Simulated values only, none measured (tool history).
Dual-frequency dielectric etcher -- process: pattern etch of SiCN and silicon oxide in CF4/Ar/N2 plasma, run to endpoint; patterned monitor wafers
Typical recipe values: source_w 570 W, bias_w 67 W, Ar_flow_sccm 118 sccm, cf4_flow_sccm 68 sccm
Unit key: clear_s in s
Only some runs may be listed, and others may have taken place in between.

| run | hour | source_w | bias_w | Ar_flow_sccm | cf4_flow_sccm | incoming incoming film thickness, nm | clear_s |
|---|---|---|---|---|---|---|---|
| 1 | 0 | 570 | 67 | 118 | 68 | 9.89 | 8.8 |
| 2 | 11 | 570 | 67 | 118 | 68 | 9.79 | 8.6 |
| 3 | 23 | 570 | 67 | 118 | 68 | 9.81 | 8.5 |
| 4 | 32.7 | 570 | 67 | 134 | 68 | 9.84 | 8.8 |
| 5 | 44.4 | 450 | 67 | 118 | 58 | 9.72 | 10.7 |
| 6 | 55.3 | 480 | 67 | 145 | 82 | 9.79 | 10 |
|  | 69.6 | CF4 flow controller replaced |
|  | 74.1 | source power generator calibrated |
| 7 | 74.6 | 620 | 77 | 118 | 80 | 9.82 | 7.4 |
| 8 | 74.9 | 440 | 67 | 104 | 68 | 9.78 | 10.4 |
| 9 | 85.4 | 570 | 67 | 118 | 73 | 9.87 | 8.4 |
| 10 | 102 | 570 | 53 | 118 | 68 | 9.86 | 9.4 |
| 11 | 108.5 | 570 | 74 | 118 | 68 | 9.83 | 8.3 |
|  | 137.2 | upper electrode replaced |
| 12 | 137.7 | 570 | 67 | 106 | 68 | 9.85 | 8.3 |
| 13 | 138 | 450 | 67 | 118 | 68 | 9.87 | 10.5 |
| 14 | 138.4 | 650 | 67 | 128 | 68 | 9.78 | 7.6 |
| 15 | 147.9 | 570 | 67 | 118 | 68 | 9.73 | 8.4 |
| 16 | 165.3 | 570 | 67 | 118 | 64 | 9.87 | 8.8 |
| 17 | 171.3 | 570 | 67 | 143 | 59 | 9.72 | 9 |
| 18 | 181.4 | 570 | 67 | 118 | 68 | 9.84 | 8.5 |
| 19 | 189.4 | 570 | 67 | 101 | 52 | 9.78 | 8.6 |
| 20 | 197.9 | 570 | 67 | 118 | 61 | 9.8 | 8.6 |
| 21 | 209.7 | 570 | 67 | 118 | 68 | 9.78 | 8.4 |
| 22 | 222.5 | 620 | 77 | 118 | 80 | 9.95 | 7.4 |
| 23 | 228.6 | 480 | 67 | 131 | 68 | 9.8 | 10.1 |

Forecast each of these 5 alternatives for the next run:
| A | 229 | 670 | 67 | 118 | 68 | 9.83 | ? |
| B | 229 | 630 | 67 | 118 | 68 | 9.83 | ? |
| C | 229 | 570 | 77 | 118 | 58 | 9.83 | ? |
| D | 229 | 500 | 67 | 118 | 52 | 9.83 | ? |
| E | 229 | 620 | 61 | 132 | 59 | 9.83 | ? |

| run | clear_s |
|---|---|
| A | 7.4 |
| B | 7.8 |
| C | 8.3 |
| D | 10 |
| E | 8.6 |
Take away the tool's hidden state, keep each run's random variation, and the runs would have read:
| run | clear_s |
|---|---|
| A | 7.7 |
| B | 8.1 |
| C | 8.6 |
| D | 10.4 |
| E | 8.9 |
